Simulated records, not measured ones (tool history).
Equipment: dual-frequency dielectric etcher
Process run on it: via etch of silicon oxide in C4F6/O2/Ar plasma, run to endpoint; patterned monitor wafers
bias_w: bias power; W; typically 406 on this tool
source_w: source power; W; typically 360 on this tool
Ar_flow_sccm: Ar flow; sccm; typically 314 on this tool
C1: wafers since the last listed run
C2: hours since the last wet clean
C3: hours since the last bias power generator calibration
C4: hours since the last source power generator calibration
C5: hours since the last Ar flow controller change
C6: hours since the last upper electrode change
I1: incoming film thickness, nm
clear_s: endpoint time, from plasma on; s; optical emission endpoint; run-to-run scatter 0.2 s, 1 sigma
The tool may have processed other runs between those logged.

{"run": 1, "hour": 0.0, "bias_w": 371, "source_w": 360, "Ar_flow_sccm": 314, "C1": 0, "C2": 134.5, "C3": 3375.7, "C4": 2721.2, "C5": 6081.6, "C6": 3769.1, "I1": 137.2, "clear_s": 37.5}
{"run": 2, "hour": 7.2, "bias_w": 371, "source_w": 360, "Ar_flow_sccm": 314, "C1": 113, "C2": 141.7, "C3": 3382.9, "C4": 2728.4, "C5": 6088.8, "C6": 3776.3, "I1": 137.4, "clear_s": 37.6}
{"run": 3, "hour": 18.7, "bias_w": 406, "source_w": 360, "Ar_flow_sccm": 365, "C1": 181, "C2": 153.2, "C3": 3394.4, "C4": 2739.9, "C5": 6100.3, "C6": 3787.8, "I1": 137.0, "clear_s": 37.1}
{"run": 4, "hour": 25.4, "bias_w": 406, "source_w": 360, "Ar_flow_sccm": 365, "C1": 105, "C2": 159.9, "C3": 3401.1, "C4": 2746.6, "C5": 6107.0, "C6": 3794.5, "I1": 138.0, "clear_s": 37.3}
{"run": 5, "hour": 34.1, "bias_w": 406, "source_w": 360, "Ar_flow_sccm": 365, "C1": 137, "C2": 168.6, "C3": 3409.8, "C4": 2755.3, "C5": 6115.7, "C6": 3803.2, "I1": 136.1, "clear_s": 36.7}
{"run": 6, "hour": 48.6, "bias_w": 406, "source_w": 360, "Ar_flow_sccm": 358, "C1": 228, "C2": 183.1, "C3": 3424.3, "C4": 2769.8, "C5": 6130.2, "C6": 3817.7, "I1": 136.9, "clear_s": 37.0}
{"run": 7, "hour": 63.6, "bias_w": 406, "source_w": 360, "Ar_flow_sccm": 358, "C1": 236, "C2": 198.1, "C3": 3439.3, "C4": 2784.8, "C5": 6145.2, "C6": 3832.7, "I1": 136.4, "clear_s": 37.3}
{"run": 8, "hour": 78.9, "bias_w": 406, "source_w": 360, "Ar_flow_sccm": 358, "C1": 241, "C2": 213.4, "C3": 3454.6, "C4": 2800.1, "C5": 6160.5, "C6": 3848.0, "I1": 137.4, "clear_s": 37.0}
{"run": 9, "hour": 108.8, "bias_w": 465, "source_w": 360, "Ar_flow_sccm": 314, "C1": 471, "C2": 243.3, "C3": 3484.5, "C4": 2830.0, "C5": 6190.4, "C6": 3877.9, "I1": 137.1, "clear_s": 36.1}
{"hour": 118.9, "done": "bias power generator calibrated"}
{"hour": 124.7, "done": "Ar flow controller replaced"}
{"run": 10, "hour": 125.2, "bias_w": 406, "source_w": 360, "Ar_flow_sccm": 314, "C1": 105, "C2": 259.7, "C3": 6.3, "C4": 2846.4, "C5": 0.5, "C6": 3894.3, "I1": 138.7, "clear_s": 37.7}
{"run": 11, "hour": 134.9, "bias_w": 406, "source_w": 360, "Ar_flow_sccm": 314, "C1": 153, "C2": 269.4, "C3": 16.0, "C4": 2856.1, "C5": 10.2, "C6": 3904.0, "I1": 137.0, "clear_s": 37.5}
{"run": 12, "hour": 151.1, "bias_w": 406, "source_w": 360, "Ar_flow_sccm": 314, "C1": 255, "C2": 285.6, "C3": 32.2, "C4": 2872.3, "C5": 26.4, "C6": 3920.2, "I1": 137.6, "clear_s": 37.6}
{"run": 13, "hour": 160.7, "bias_w": 354, "source_w": 360, "Ar_flow_sccm": 248, "C1": 151, "C2": 295.2, "C3": 41.8, "C4": 2881.9, "C5": 36.0, "C6": 3929.8, "I1": 137.9, "clear_s": 37.9}
{"hour": 190.4, "done": "upper electrode replaced"}
{"run": 14, "hour": 190.9, "bias_w": 486, "source_w": 330, "Ar_flow_sccm": 314, "C1": 97, "C2": 325.4, "C3": 72.0, "C4": 2912.1, "C5": 66.2, "C6": 0.5, "I1": 138.1, "clear_s": 37.6}
{"run": 15, "hour": 191.2, "bias_w": 316, "source_w": 330, "Ar_flow_sccm": 346, "C1": 4, "C2": 325.7, "C3": 72.3, "C4": 2912.4, "C5": 66.5, "C6": 0.8, "I1": 138.1, "clear_s": 43.1}
{"run": 16, "hour": 198.7, "bias_w": 406, "source_w": 360, "Ar_flow_sccm": 314, "C1": 118, "C2": 333.2, "C3": 79.8, "C4": 2919.9, "C5": 74.0, "C6": 8.3, "I1": 137.3, "clear_s": 37.7}
{"run": 17, "hour": 214.4, "bias_w": 380, "source_w": 290, "Ar_flow_sccm": 282, "C1": 247, "C2": 348.9, "C3": 95.5, "C4": 2935.6, "C5": 89.7, "C6": 24.0, "I1": 137.7, "clear_s": 43.8}
{"run": 18, "hour": 224.4, "bias_w": 308, "source_w": 360, "Ar_flow_sccm": 314, "C1": 157, "C2": 358.9, "C3": 105.5, "C4": 2945.6, "C5": 99.7, "C6": 34.0, "I1": 136.1, "clear_s": 40.6}
{"hour": 241.7, "done": "source power generator calibrated"}
{"hour": 260.6, "done": "wet clean of the chamber"}
{"run": 19, "hour": 261.1, "bias_w": 406, "source_w": 360, "Ar_flow_sccm": 254, "C1": 216, "C2": 0.5, "C3": 142.2, "C4": 19.4, "C5": 136.4, "C6": 70.7, "I1": 135.9, "clear_s": 35.3}
{"run": 20, "hour": 293.5, "bias_w": 457, "source_w": 360, "Ar_flow_sccm": 254, "C1": 511, "C2": 32.9, "C3": 174.6, "C4": 51.8, "C5": 168.8, "C6": 103.1, "I1": 136.9, "clear_s": 34.4}

Forecast run 21:
{"run": 21, "hour": 301.1, "bias_w": 406, "source_w": 360, "Ar_flow_sccm": 314, "C1": 119, "C2": 40.5, "C3": 182.2, "C4": 59.4, "C5": 176.4, "C6": 110.7, "I1": 137.0, "clear_s": "?"}

{"run 21": {"clear_s": 36.4}}
Were there no unlogged condition in the tool, this run, its random variation unchanged, would have produced clear_s 36.1 s.

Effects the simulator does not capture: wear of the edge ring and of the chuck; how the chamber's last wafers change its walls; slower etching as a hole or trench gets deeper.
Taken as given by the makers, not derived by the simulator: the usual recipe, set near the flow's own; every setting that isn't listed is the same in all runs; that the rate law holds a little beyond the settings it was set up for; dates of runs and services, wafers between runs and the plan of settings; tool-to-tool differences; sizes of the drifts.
